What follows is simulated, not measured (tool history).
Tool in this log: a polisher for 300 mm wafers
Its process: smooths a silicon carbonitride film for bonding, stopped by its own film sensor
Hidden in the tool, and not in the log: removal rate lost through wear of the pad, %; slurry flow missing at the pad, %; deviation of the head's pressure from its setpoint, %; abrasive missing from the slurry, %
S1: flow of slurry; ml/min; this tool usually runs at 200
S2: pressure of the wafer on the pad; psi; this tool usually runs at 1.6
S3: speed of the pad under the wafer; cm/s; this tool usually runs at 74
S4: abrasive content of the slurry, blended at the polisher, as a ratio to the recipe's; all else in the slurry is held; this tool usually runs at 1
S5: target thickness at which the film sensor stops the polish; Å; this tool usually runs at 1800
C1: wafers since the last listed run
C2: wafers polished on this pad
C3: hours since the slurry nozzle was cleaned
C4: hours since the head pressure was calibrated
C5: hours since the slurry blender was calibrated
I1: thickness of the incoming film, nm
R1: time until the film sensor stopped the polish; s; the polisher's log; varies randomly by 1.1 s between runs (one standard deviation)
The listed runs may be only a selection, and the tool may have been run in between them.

run 1 day=0 | S1=200 S2=1.6 S3=74 S4=1.25 S5=1800 | C1=0 C2=1913 C3=111.8 C4=770.1 C5=179.4 | I1=190.4 | R1=66.5
-- day=0.333 slurry blender recalibrated
run 2 day=0.725 | S1=220 S2=1.6 S3=64 S4=1 S5=1800 | C1=188 C2=2101 C3=129.2 C4=787.5 C5=9.4 | I1=192.9 | R1=108.9
run 3 day=1.508 | S1=220 S2=1.6 S3=64 S4=1 S5=1800 | C1=229 C2=2331 C3=148 C4=806.3 C5=28.2 | I1=189.7 | R1=79.5
-- day=2 worn pad replaced by a new one
run 4 day=2.896 | S1=220 S2=1.6 S3=64 S4=1 S5=1800 | C1=358 C2=262 C3=181.3 C4=839.6 C5=61.5 | I1=190.7 | R1=90.6
run 5 day=3.675 | S1=200 S2=1.6 S3=74 S4=1 S5=1800 | C1=228 C2=490 C3=200 C4=858.3 C5=80.2 | I1=186.2 | R1=49.1
-- day=4.608 slurry nozzle cleaned
run 6 day=5.2 | S1=250 S2=1.6 S3=74 S4=1 S5=1800 | C1=435 C2=925 C3=14.2 C4=894.9 C5=116.8 | I1=189.3 | R1=74
run 7 day=5.833 | S1=200 S2=1.5 S3=74 S4=1 S5=1800 | C1=185 C2=1111 C3=29.4 C4=910.1 C5=132 | I1=188.1 | R1=67.5
run 8 day=6.846 | S1=200 S2=1.5 S3=74 S4=1 S5=1800 | C1=297 C2=1408 C3=53.7 C4=934.4 C5=156.3 | I1=189 | R1=74.1
-- day=7.517 worn pad replaced by a new one, repeated, since the last time left the tool worse
run 9 day=7.725 | S1=160 S2=1.6 S3=74 S4=1 S5=1800 | C1=209 C2=60 C3=74.8 C4=955.5 C5=177.4 | I1=190.3 | R1=71.8
-- day=8.367 slurry blender recalibrated
run 10 day=8.8 | S1=250 S2=1.6 S3=84 S4=1 S5=1820 | C1=290 C2=351 C3=100.6 C4=981.3 C5=10.4 | I1=188.3 | R1=40.9
run 11 day=9.375 | S1=140 S2=1.6 S3=74 S4=0.7 S5=1800 | C1=168 C2=520 C3=114.4 C4=995.1 C5=24.2 | I1=187.8 | R1=70.4
run 12 day=10.496 | S1=255 S2=2 S3=74 S4=1.2 S5=1820 | C1=328 C2=849 C3=141.3 C4=1022 C5=51.1 | I1=190.9 | R1=49.1
run 13 day=12.392 | S1=250 S2=1.6 S3=82 S4=1.1 S5=1780 | C1=556 C2=1405 C3=186.8 C4=1067.5 C5=96.6 | I1=190.3 | R1=75.8
-- day=13.017 slurry nozzle cleaned
run 14 day=13.604 | S1=200 S2=2.1 S3=74 S4=1 S5=1800 | C1=343 C2=1748 C3=14.1 C4=1096.6 C5=125.7 | I1=190.7 | R1=65.3
-- day=13.917 head pressure recalibrated
run 15 day=14.288 | S1=200 S2=1.6 S3=74 S4=1 S5=1800 | C1=176 C2=1924 C3=30.5 C4=8.9 C5=142.1 | I1=192.3 | R1=90.1
-- day=16.729 worn pad replaced by a new one
-- day=17.225 slurry blender recalibrated
run 16 day=18.062 | S1=245 S2=1.6 S3=56 S4=0.8 S5=1800 | C1=1034 C2=366 C3=121.1 C4=99.5 C5=20.1 | I1=190.9 | R1=108.5
run 17 day=18.65 | S1=200 S2=1.5 S3=74 S4=1 S5=1800 | C1=172 C2=538 C3=135.2 C4=113.6 C5=34.2 | I1=191.6 | R1=85
run 18 day=19.746 | S1=200 S2=1.6 S3=74 S4=1 S5=1800 | C1=321 C2=860 C3=161.5 C4=139.9 C5=60.5 | I1=190.6 | R1=75.7
run 19 day=20.542 | S1=155 S2=1.6 S3=74 S4=1 S5=1800 | C1=233 C2=1093 C3=180.6 C4=159 C5=79.6 | I1=189.5 | R1=71.5
run 20 day=21.571 | S1=200 S2=1.6 S3=74 S4=1 S5=1800 | C1=301 C2=1395 C3=205.3 C4=183.7 C5=104.3 | I1=186.3 | R1=45.2
run 21 day=22.75 | S1=200 S2=1.6 S3=58 S4=1 S5=1770 | C1=345 C2=1741 C3=233.6 C4=212 C5=132.6 | I1=189.6 | R1=108.7
-- day=23.508 slurry nozzle cleaned
run 22 day=24.017 | S1=200 S2=1.1 S3=74 S4=1.1 S5=1790 | C1=359 C2=2100 C3=12.2 C4=242.4 C5=163 | I1=187.9 | R1=77.7
run 23 day=24.788 | S1=225 S2=1.6 S3=94 S4=1 S5=1800 | C1=226 C2=2326 C3=30.7 C4=260.9 C5=181.5 | I1=189.1 | R1=53.9
-- day=26.038 worn pad replaced by a new one
run 24 day=26.242 | S1=165 S2=1.6 S3=48 S4=1.25 S5=1800 | C1=377 C2=60 C3=65.6 C4=295.8 C5=216.4 | I1=188.7 | R1=76.8
-- day=26.596 slurry blender recalibrated
run 25 day=27.692 | S1=250 S2=2.2 S3=74 S4=1.1 S5=1820 | C1=400 C2=461 C3=100.4 C4=330.6 C5=26.3 | I1=187.8 | R1=30
run 26 day=28.883 | S1=150 S2=1.1 S3=74 S4=0.75 S5=1830 | C1=349 C2=810 C3=129 C4=359.2 C5=54.9 | I1=190.2 | R1=81.3
run 27 day=30.246 | S1=260 S2=1.6 S3=84 S4=1 S5=1780 | C1=399 C2=1210 C3=161.7 C4=391.9 C5=87.6 | I1=191.3 | R1=84.2
run 28 day=30.754 | S1=230 S2=1.9 S3=48 S4=1.3 S5=1800 | C1=149 C2=1359 C3=173.9 C4=404.1 C5=99.8 | I1=189.4 | R1=73.4
run 29 day=32.117 | S1=200 S2=1.6 S3=74 S4=1 S5=1800 | C1=399 C2=1759 C3=206.6 C4=436.8 C5=132.5 | I1=193.3 | R1=94.5

Each row is a separate what-if for the run after 29, all from the same tool condition, not one after another. Results?
run A day=32.133 | S1=180 S2=1.6 S3=74 S4=1 S5=1800 | C1=4 C2=1764 C3=207 C4=437.2 C5=132.9 | I1=190.5 | R1=?
run B day=32.133 | S1=150 S2=1.6 S3=98 S4=1.2 S5=1810 | C1=4 C2=1764 C3=207 C4=437.2 C5=132.9 | I1=190.5 | R1=?
run C day=32.133 | S1=270 S2=1.3 S3=60 S4=1 S5=1820 | C1=4 C2=1764 C3=207 C4=437.2 C5=132.9 | I1=190.5 | R1=?
run D day=32.133 | S1=170 S2=2.2 S3=56 S4=1 S5=1800 | C1=4 C2=1764 C3=207 C4=437.2 C5=132.9 | I1=190.5 | R1=?
run E day=32.133 | S1=200 S2=1.8 S3=74 S4=1 S5=1780 | C1=4 C2=1764 C3=207 C4=437.2 C5=132.9 | I1=190.5 | R1=?

run=A R1=77
run=B R1=51.2
run=C R1=82.5
run=D R1=76.1
run=E R1=83.4
Without the tool's unlogged condition, the same runs would have read:
run=A R1=72.4
run=B R1=48.1
run=C R1=77.6
run=D R1=71.6
run=E R1=78.4
